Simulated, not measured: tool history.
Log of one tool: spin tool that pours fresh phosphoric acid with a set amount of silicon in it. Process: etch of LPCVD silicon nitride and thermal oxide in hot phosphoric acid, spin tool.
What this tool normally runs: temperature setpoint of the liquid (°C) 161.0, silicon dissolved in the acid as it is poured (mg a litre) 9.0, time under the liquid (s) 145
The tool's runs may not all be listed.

run,hour,temperature setpoint of the liquid (°C),silicon dissolved in the acid as it is poured (mg a litre),time under the liquid (s),"read-back film thickness of the LPCVD silicon nitride reference wafer, read on the same gauge (nm)","read-back film thickness of the thermal oxide reference wafer, read on the same gauge (nm)",thickness taken off the LPCVD silicon nitride on a monitor wafer (nm),thickness taken off the thermal oxide on a monitor wafer (nm)
1,0.0,163.5,9.0,145,40.00,130.010,14.32,0.344
2,59.8,159.0,3.5,70,40.03,130.015,5.96,0.165
# hour 102.9: thermometer replaced
3,151.5,161.0,9.0,90,40.01,129.978,8.16,0.247
# hour 343.0: dissolved silicon flow meter replaced
4,391.9,158.5,11.0,60,39.97,130.022,5.03,0.105
# hour 445.2: heated supply line repaired
5,473.8,159.5,11.5,190,39.96,130.019,16.41,0.302
6,525.8,161.0,9.0,145,40.02,130.009,13.17,0.361
7,600.7,161.0,9.0,145,40.00,130.024,13.22,0.377
8,687.7,160.0,9.0,145,39.98,129.990,12.71,0.351
9,764.1,159.0,9.0,145,40.00,129.987,12.36,0.243
# hour 810.4: gauge calibrated
10,830.0,163.5,13.0,190,40.00,130.003,18.86,0.482
11,885.5,159.0,2.0,145,39.98,130.021,12.29,0.396
# hour 887.2: dissolved silicon flow meter replaced
12,939.1,161.0,9.0,205,39.98,129.985,18.66,0.478
13,979.3,161.0,9.0,145,40.03,129.993,13.18,0.398
14,1057.3,162.0,9.0,115,40.01,130.006,10.79,0.322
15,1139.0,159.5,6.5,85,39.97,130.012,7.33,0.188
16,1204.5,158.5,13.5,70,39.99,130.023,5.84,0.126
17,1271.2,159.5,9.0,145,40.01,130.013,12.47,0.279
18,1332.4,161.0,9.0,100,39.96,130.003,9.08,0.214
# hour 1367.7: dissolved silicon flow meter replaced
19,1403.8,161.0,9.0,80,39.99,129.990,7.26,0.217
20,1480.4,159.0,4.0,120,40.01,130.017,10.19,0.307
21,1540.7,161.0,15.0,175,40.00,130.003,15.87,0.404

The tool's hidden state at each run:
liquid colder than its thermometer reads (K): 0 in every run
dissolved silicon flow below the setpoint (%): 0 in every run
temperature lost on the way to the wafer (K): 0 in every run
gauge reads high (%): 0 in every run
